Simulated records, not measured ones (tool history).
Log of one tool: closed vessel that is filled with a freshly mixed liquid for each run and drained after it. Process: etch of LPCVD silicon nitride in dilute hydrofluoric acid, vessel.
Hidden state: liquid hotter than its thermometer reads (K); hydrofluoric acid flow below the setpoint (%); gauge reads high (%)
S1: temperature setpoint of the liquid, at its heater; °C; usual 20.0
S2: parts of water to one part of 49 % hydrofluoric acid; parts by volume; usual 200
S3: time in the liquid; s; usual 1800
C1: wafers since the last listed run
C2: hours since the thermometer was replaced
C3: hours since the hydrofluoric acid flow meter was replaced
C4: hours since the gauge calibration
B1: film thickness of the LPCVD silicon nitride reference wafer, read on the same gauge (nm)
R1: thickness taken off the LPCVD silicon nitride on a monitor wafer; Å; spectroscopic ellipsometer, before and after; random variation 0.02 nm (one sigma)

Run 1, hour 0.0: usual settings; C1 0; C2 1354.5; C3 971.2; C4 452.8; B1 39.984. Result: R1 38.65 Å.
Run 2, hour 17.2: usual settings but S3 1380 s; C1 661; C2 1371.7; C3 988.4; C4 470.0; B1 39.995. Result: R1 29.29 Å.
Run 3, hour 65.8: usual settings but S3 1380 s; C1 1868; C2 1420.3; C3 1037.0; C4 518.6; B1 39.998. Result: R1 29.41 Å.
Run 4, hour 75.2: usual settings; C1 361; C2 1429.7; C3 1046.4; C4 528.0; B1 40.007. Result: R1 38.37 Å.
Run 5, hour 89.5: usual settings; C1 549; C2 1444.0; C3 1060.7; C4 542.3; B1 39.977. Result: R1 38.17 Å.
Run 6, hour 97.9: usual settings; C1 322; C2 1452.4; C3 1069.1; C4 550.7; B1 39.999. Result: R1 38.20 Å.
Run 7, hour 113.1: usual settings but S1 22.5 °C, S3 2030 s; C1 584; C2 1467.6; C3 1084.3; C4 565.9; B1 39.990. Result: R1 51.13 Å.
Run 8, hour 121.6: usual settings but S3 1085 s; C1 326; C2 1476.1; C3 1092.8; C4 574.4; B1 40.002. Result: R1 23.38 Å.
Run 9, hour 131.1: usual settings but S3 1085 s; C1 365; C2 1485.6; C3 1102.3; C4 583.9; B1 40.010. Result: R1 22.91 Å.
At hour 131.8: gauge calibrated.
Run 10, hour 148.6: usual settings but S1 22.0 °C; C1 672; C2 1503.1; C3 1119.8; C4 16.8; B1 39.987. Result: R1 43.69 Å.
Run 11, hour 164.0: usual settings; C1 592; C2 1518.5; C3 1135.2; C4 32.2; B1 40.000. Result: R1 38.55 Å.
At hour 169.3: thermometer replaced.
Run 12, hour 181.2: usual settings but S1 22.5 °C, S2 160 parts by volume; C1 622; C2 11.9; C3 1152.4; C4 49.4; B1 39.953. Result: R1 56.34 Å.
Run 13, hour 190.0: usual settings but S3 1070 s; C1 338; C2 20.7; C3 1161.2; C4 58.2; B1 40.012. Result: R1 22.85 Å.
Run 14, hour 207.8: usual settings but S2 275 parts by volume; C1 684; C2 38.5; C3 1179.0; C4 76.0; B1 40.026. Result: R1 28.24 Å.
Run 15, hour 218.5: usual settings but S3 1230 s; C1 411; C2 49.2; C3 1189.7; C4 86.7; B1 40.005. Result: R1 26.51 Å.
Run 16, hour 234.8: usual settings but S2 150 parts by volume; C1 626; C2 65.5; C3 1206.0; C4 103.0; B1 39.993. Result: R1 51.19 Å.
Run 17, hour 257.6: usual settings but S1 17.5 °C, S2 270 parts by volume, S3 2675 s; C1 876; C2 88.3; C3 1228.8; C4 125.8; B1 40.002. Result: R1 36.55 Å.
Run 18, hour 267.6: usual settings but S1 24.0 °C, S2 230 parts by volume; C1 384; C2 98.3; C3 1238.8; C4 135.8; B1 40.001. Result: R1 43.42 Å.
At hour 276.7: hydrofluoric acid flow meter replaced.
Run 19, hour 278.2: usual settings but S1 24.0 °C; C1 369; C2 108.9; C3 1.5; C4 146.4; B1 39.988. Result: R1 50.03 Å.
Run 20, hour 286.4: usual settings but S1 17.0 °C, S3 1005 s; C1 315; C2 117.1; C3 9.7; C4 154.6; B1 40.047. Result: R1 17.60 Å.
Run 21, hour 301.2: usual settings but S2 255 parts by volume; C1 568; C2 131.9; C3 24.5; C4 169.4; B1 39.990. Result: R1 30.56 Å.
Run 22, hour 317.7: usual settings but S1 17.0 °C, S2 255 parts by volume, S3 925 s; C1 634; C2 148.4; C3 41.0; C4 185.9; B1 39.999. Result: R1 12.86 Å.
Run 23, hour 330.4: usual settings but S1 18.5 °C, S2 160 parts by volume, S3 2875 s; C1 488; C2 161.1; C3 53.7; C4 198.6; B1 39.994. Result: R1 68.91 Å.
Run 24, hour 340.4: usual settings; C1 384; C2 171.1; C3 63.7; C4 208.6; B1 39.995. Result: R1 38.33 Å.
Run 25, hour 352.7: usual settings; C1 472; C2 183.4; C3 76.0; C4 220.9; B1 39.977. Result: R1 38.50 Å.
Run 26, hour 363.9: usual settings but S2 265 parts by volume; C1 430; C2 194.6; C3 87.2; C4 232.1; B1 40.022. Result: R1 29.12 Å.
Run 27, hour 372.7: usual settings but S1 18.5 °C, S2 140 parts by volume, S3 2855 s; C1 338; C2 203.4; C3 96.0; C4 240.9; B1 40.020. Result: R1 77.35 Å.
Run 28, hour 381.3: usual settings but S1 17.0 °C, S2 290 parts by volume; C1 330; C2 212.0; C3 104.6; C4 249.5; B1 39.980. Result: R1 22.18 Å.
Run 29, hour 412.7: usual settings; C1 1207; C2 243.4; C3 136.0; C4 280.9; B1 40.027. Result: R1 38.41 Å.
Run 30, hour 422.6: usual settings but S3 1405 s; C1 380; C2 253.3; C3 145.9; C4 290.8; B1 39.973. Result: R1 29.96 Å.
Run 31, hour 430.9: usual settings but S1 17.5 °C, S2 170 parts by volume, S3 2435 s; C1 319; C2 261.6; C3 154.2; C4 299.1; B1 40.028. Result: R1 51.77 Å.
Run 32, hour 442.0: usual settings; C1 426; C2 272.7; C3 165.3; C4 310.2; B1 40.006. Result: R1 38.87 Å.
Run 33, hour 448.2: usual settings but S3 1340 s; C1 238; C2 278.9; C3 171.5; C4 316.4; B1 40.008. Result: R1 29.00 Å.

3 ways to go on from here, each from the tool as it stands after run 33. What would each give?
Run A, hour 449.4: usual settings; C1 46; C2 280.1; C3 172.7; C4 317.6; B1 ?. Result: R1 ?.
Run B, hour 449.4: usual settings but S2 155 parts by volume, S3 2690 s; C1 46; C2 280.1; C3 172.7; C4 317.6; B1 ?. Result: R1 ?.
Run C, hour 449.4: usual settings but S1 22.0 °C, S2 280 parts by volume, S3 1490 s; C1 46; C2 280.1; C3 172.7; C4 317.6; B1 ?. Result: R1 ?.

run      B1     R1
  A  39.985  38.69
  B  39.985  74.08
  C  39.985  26.23
Without the tool's hidden state the same runs would have given:
run     R1
  A  38.69
  B  74.08
  C  26.23
